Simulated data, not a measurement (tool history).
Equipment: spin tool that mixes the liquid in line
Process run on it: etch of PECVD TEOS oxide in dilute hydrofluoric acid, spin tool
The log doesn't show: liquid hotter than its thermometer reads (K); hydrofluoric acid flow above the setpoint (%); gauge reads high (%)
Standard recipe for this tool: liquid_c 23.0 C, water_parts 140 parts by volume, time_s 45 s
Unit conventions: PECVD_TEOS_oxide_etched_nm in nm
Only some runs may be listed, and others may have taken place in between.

| run | day | liquid_c | water_parts | time_s | wafers since the last listed run | hours since the thermometer was replaced | hours since the hydrofluoric acid flow meter was replaced | hours since the gauge calibration | read-back film thickness of the PECVD TEOS oxide reference wafer, read on the same gauge (nm) | PECVD_TEOS_oxide_etched_nm |
|---|---|---|---|---|---|---|---|---|---|---|
| 1 | 0.000 | 26.5 | 140 | 45 | 0 | 408.5 | 1062.7 | 3111.2 | 110.021 | 5.364 |
| 2 | 3.558 | 23.0 | 140 | 45 | 1649 | 493.9 | 1148.1 | 3196.6 | 109.994 | 4.736 |
| 3 | 7.204 | 23.0 | 140 | 45 | 1689 | 581.4 | 1235.6 | 3284.1 | 110.013 | 4.718 |
| 4 | 9.883 | 23.0 | 140 | 45 | 1241 | 645.7 | 1299.9 | 3348.4 | 109.985 | 4.794 |
| 5 | 13.733 | 24.5 | 115 | 45 | 1784 | 738.1 | 1392.3 | 3440.8 | 109.999 | 6.329 |
|  | 16.329 | thermometer replaced |
| 6 | 16.767 | 23.0 | 140 | 45 | 1386 | 10.5 | 1465.1 | 3513.6 | 109.999 | 4.579 |
| 7 | 19.442 | 21.5 | 140 | 30 | 1239 | 74.7 | 1529.3 | 3577.8 | 110.018 | 2.872 |
|  | 22.383 | hydrofluoric acid flow meter replaced |
| 8 | 25.208 | 21.5 | 140 | 30 | 2653 | 213.1 | 67.8 | 3716.2 | 109.988 | 2.836 |
| 9 | 27.675 | 23.0 | 140 | 50 | 1143 | 272.3 | 127.0 | 3775.4 | 110.017 | 5.096 |
| 10 | 30.717 | 23.0 | 140 | 50 | 1409 | 345.3 | 200.0 | 3848.4 | 109.994 | 5.157 |
| 11 | 33.162 | 23.0 | 140 | 50 | 1133 | 404.0 | 258.7 | 3907.1 | 109.988 | 5.166 |
| 12 | 37.029 | 23.0 | 140 | 45 | 1791 | 496.8 | 351.5 | 3999.9 | 110.011 | 4.645 |
|  | 38.829 | gauge calibrated |
| 13 | 39.850 | 21.0 | 140 | 45 | 1307 | 564.5 | 419.2 | 24.5 | 110.008 | 4.351 |
| 14 | 41.808 | 20.0 | 120 | 25 | 907 | 611.5 | 466.2 | 71.5 | 110.007 | 2.785 |
|  | 43.925 | thermometer replaced |
| 15 | 45.312 | 23.0 | 140 | 45 | 1604 | 33.3 | 550.3 | 155.6 | 109.982 | 4.532 |
| 16 | 49.321 | 23.0 | 95 | 45 | 1857 | 129.5 | 646.5 | 251.8 | 110.022 | 7.125 |
| 17 | 53.821 | 23.0 | 95 | 45 | 2085 | 237.5 | 754.5 | 359.8 | 110.029 | 7.194 |
| 18 | 56.858 | 26.5 | 140 | 60 | 1407 | 310.4 | 827.4 | 432.7 | 110.003 | 7.043 |
| 19 | 60.988 | 27.0 | 120 | 65 | 1913 | 409.5 | 926.5 | 531.8 | 109.975 | 9.399 |
| 20 | 68.833 | 23.0 | 140 | 45 | 3635 | 597.8 | 1114.8 | 720.1 | 109.998 | 4.802 |
| 21 | 72.750 | 27.5 | 140 | 60 | 1815 | 691.8 | 1208.8 | 814.1 | 109.993 | 7.557 |
|  | 72.812 | thermometer replaced |
| 22 | 75.129 | 25.5 | 170 | 45 | 1083 | 55.6 | 1265.9 | 871.2 | 109.990 | 4.025 |
| 23 | 79.204 | 20.0 | 115 | 60 | 1888 | 153.4 | 1363.7 | 969.0 | 109.993 | 6.843 |
| 24 | 81.283 | 23.0 | 205 | 20 | 963 | 203.3 | 1413.6 | 1018.9 | 109.993 | 1.313 |
| 25 | 83.412 | 27.5 | 105 | 35 | 986 | 254.4 | 1464.7 | 1070.0 | 109.995 | 5.962 |
| 26 | 87.850 | 23.0 | 140 | 45 | 2056 | 360.9 | 1571.2 | 1176.5 | 109.986 | 4.700 |
| 27 | 89.504 | 23.0 | 140 | 45 | 766 | 400.6 | 1610.9 | 1216.2 | 110.022 | 4.762 |
| 28 | 93.083 | 23.0 | 190 | 60 | 1658 | 486.5 | 1696.8 | 1302.1 | 110.024 | 4.464 |
|  | 94.938 | hydrofluoric acid flow meter replaced |
| 29 | 95.471 | 23.0 | 140 | 45 | 1087 | 543.8 | 12.8 | 1359.4 | 110.009 | 4.646 |
|  | 98.125 | thermometer replaced |
| 30 | 99.550 | 23.0 | 140 | 45 | 1871 | 34.2 | 110.7 | 1457.3 | 109.989 | 4.442 |
| 31 | 102.221 | 23.0 | 140 | 45 | 1237 | 98.3 | 174.8 | 1521.4 | 109.990 | 4.481 |
| 32 | 106.067 | 23.0 | 80 | 45 | 1782 | 190.6 | 267.1 | 1613.7 | 109.997 | 8.554 |
| 33 | 109.825 | 23.0 | 205 | 45 | 1741 | 280.8 | 357.3 | 1703.9 | 109.970 | 2.931 |
| 34 | 112.104 | 27.5 | 175 | 45 | 1056 | 335.5 | 412.0 | 1758.6 | 109.994 | 4.219 |

Results for each run, recomputed without the tool's hidden state and with each run's random variation untouched:
| run | PECVD_TEOS_oxide_etched_nm |
|---|---|
| 1 | 5.092 |
| 2 | 4.453 |
| 3 | 4.396 |
| 4 | 4.438 |
| 5 | 5.806 |
| 6 | 4.458 |
| 7 | 2.778 |
| 8 | 2.769 |
| 9 | 4.946 |
| 10 | 4.967 |
| 11 | 4.947 |
| 12 | 4.406 |
| 13 | 4.095 |
| 14 | 2.605 |
| 15 | 4.460 |
| 16 | 6.941 |
| 17 | 6.931 |
| 18 | 6.743 |
| 19 | 8.911 |
| 20 | 4.461 |
| 21 | 6.972 |
| 22 | 3.899 |
| 23 | 6.562 |
| 24 | 1.254 |
| 25 | 5.666 |
| 26 | 4.414 |
| 27 | 4.455 |
| 28 | 4.142 |
| 29 | 4.398 |
| 30 | 4.398 |
| 31 | 4.407 |
| 32 | 8.327 |
| 33 | 2.832 |
| 34 | 4.059 |
